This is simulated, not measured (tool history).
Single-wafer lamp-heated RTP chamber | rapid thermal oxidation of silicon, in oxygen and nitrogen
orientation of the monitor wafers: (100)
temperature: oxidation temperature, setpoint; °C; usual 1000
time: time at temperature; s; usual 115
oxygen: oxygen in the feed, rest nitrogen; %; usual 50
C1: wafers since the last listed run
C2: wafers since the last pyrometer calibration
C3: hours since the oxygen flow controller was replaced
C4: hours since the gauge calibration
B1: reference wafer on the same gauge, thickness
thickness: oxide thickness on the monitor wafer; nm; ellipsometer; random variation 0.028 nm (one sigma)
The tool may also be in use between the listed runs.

Run 1, hour 0: usual settings; C1 0; C2 3460; C3 2720.1; C4 164.7; B1 5.296. Result: thickness 6.927 nm.
Run 2, hour 17.2: usual settings; C1 100; C2 3561; C3 2737.3; C4 181.9; B1 5.303. Result: thickness 6.911 nm.
Run 3, hour 35.3: usual settings; C1 105; C2 3667; C3 2755.4; C4 200; B1 5.303. Result: thickness 6.953 nm.
Run 4, hour 57.6: usual settings but temperature 989 °C; C1 130; C2 3797; C3 2777.7; C4 222.3; B1 5.306. Result: thickness 6.406 nm.
Run 5, hour 90.7: usual settings but temperature 989 °C; C1 193; C2 3991; C3 2810.8; C4 255.4; B1 5.301. Result: thickness 6.393 nm.
Run 6, hour 118.4: usual settings; C1 162; C2 4153; C3 2838.5; C4 283.1; B1 5.294. Result: thickness 6.945 nm.
At hour 137.3: gauge calibrated.
Run 7, hour 137.6: usual settings; C1 112; C2 4266; C3 2857.7; C4 0.3; B1 5.298. Result: thickness 6.941 nm.
Run 8, hour 168.3: usual settings; C1 179; C2 4445; C3 2888.4; C4 31; B1 5.297. Result: thickness 6.956 nm.
Run 9, hour 200.1: usual settings; C1 186; C2 4631; C3 2920.2; C4 62.8; B1 5.301. Result: thickness 6.927 nm.
Run 10, hour 217.6: usual settings but temperature 991 °C; C1 102; C2 4734; C3 2937.7; C4 80.3; B1 5.294. Result: thickness 6.505 nm.
Run 11, hour 231.9: usual settings but temperature 991 °C; C1 83; C2 4817; C3 2952; C4 94.6; B1 5.296. Result: thickness 6.526 nm.
At hour 243.5: pyrometer window cleaned and pyrometer calibrated.
Run 12, hour 247.5: usual settings but temperature 991 °C; C1 44; C2 23; C3 2967.6; C4 110.2; B1 5.301. Result: thickness 6.086 nm.
Run 13, hour 280: usual settings; C1 190; C2 213; C3 3000.1; C4 142.7; B1 5.296. Result: thickness 6.611 nm.
Run 14, hour 297.2: usual settings but time 167 s; C1 100; C2 314; C3 3017.3; C4 159.9; B1 5.3. Result: thickness 7.845 nm.
Run 15, hour 318: usual settings but temperature 1024 °C, time 171 s, oxygen 41 %; C1 121; C2 436; C3 3038.1; C4 180.7; B1 5.295. Result: thickness 8.745 nm.
Run 16, hour 352.2: usual settings but temperature 1023 °C, time 143 s; C1 200; C2 636; C3 3072.3; C4 214.9; B1 5.299. Result: thickness 8.673 nm.
Run 17, hour 373.9: usual settings but temperature 989 °C, time 64 s, oxygen 22 %; C1 126; C2 763; C3 3094; C4 236.6; B1 5.307. Result: thickness 3.759 nm.
Run 18, hour 398.3: usual settings but temperature 1019 °C, time 100 s; C1 142; C2 906; C3 3118.4; C4 261; B1 5.306. Result: thickness 7.195 nm.
At hour 426.8: gauge calibrated.
Run 19, hour 433.9: usual settings; C1 208; C2 1114; C3 3154; C4 7.1; B1 5.303. Result: thickness 6.7 nm.
Run 20, hour 446.8: usual settings but temperature 1008 °C, time 172 s, oxygen 22 %; C1 75; C2 1189; C3 3166.9; C4 20; B1 5.301. Result: thickness 6.456 nm.
At hour 483.7: oxygen flow controller replaced.
Run 21, hour 484.2: usual settings but temperature 1011 °C, time 141 s, oxygen 75 %; C1 172; C2 1361; C3 0.5; C4 57.4; B1 5.305. Result: thickness 9.291 nm.
Run 22, hour 498.3: usual settings but temperature 984 °C, time 134 s; C1 82; C2 1444; C3 14.6; C4 71.5; B1 5.299. Result: thickness 6.487 nm.
Run 23, hour 528.9: usual settings but temperature 1023 °C, time 85 s; C1 179; C2 1623; C3 45.2; C4 102.1; B1 5.292. Result: thickness 7.026 nm.
Run 24, hour 550: usual settings but temperature 1008 °C, time 65 s; C1 123; C2 1746; C3 66.3; C4 123.2; B1 5.291. Result: thickness 5.629 nm.
Run 25, hour 654.1: usual settings; C1 609; C2 2356; C3 170.4; C4 227.3; B1 5.303. Result: thickness 6.858 nm.

How the hidden state differs across the entries between the runs, from the last listed run before each to the first after it:
Between runs 6 and 7: gauge calibrated (hour 137.3)
  true wafer temperature minus pyrometer reading, K: 8.61 -> 8.66
  measured less the result without the state, thickness: +0.42 -> +0.422 nm
Between runs 11 and 12: pyrometer window cleaned and pyrometer calibrated (hour 243.5)
  true wafer temperature minus pyrometer reading, K: 8.86 -> 0.543
  measured less the result without the state, thickness: +0.407 -> +0.024 nm
Between runs 18 and 19: gauge calibrated (hour 426.8)
  true wafer temperature minus pyrometer reading, K: 4.07 -> 4.67
  measured less the result without the state, thickness: +0.205 -> +0.223 nm
Between runs 20 and 21: oxygen flow controller replaced (hour 483.7)
  true wafer temperature minus pyrometer reading, K: 4.86 -> 5.39
  measured less the result without the state, thickness: +0.217 -> +0.359 nm

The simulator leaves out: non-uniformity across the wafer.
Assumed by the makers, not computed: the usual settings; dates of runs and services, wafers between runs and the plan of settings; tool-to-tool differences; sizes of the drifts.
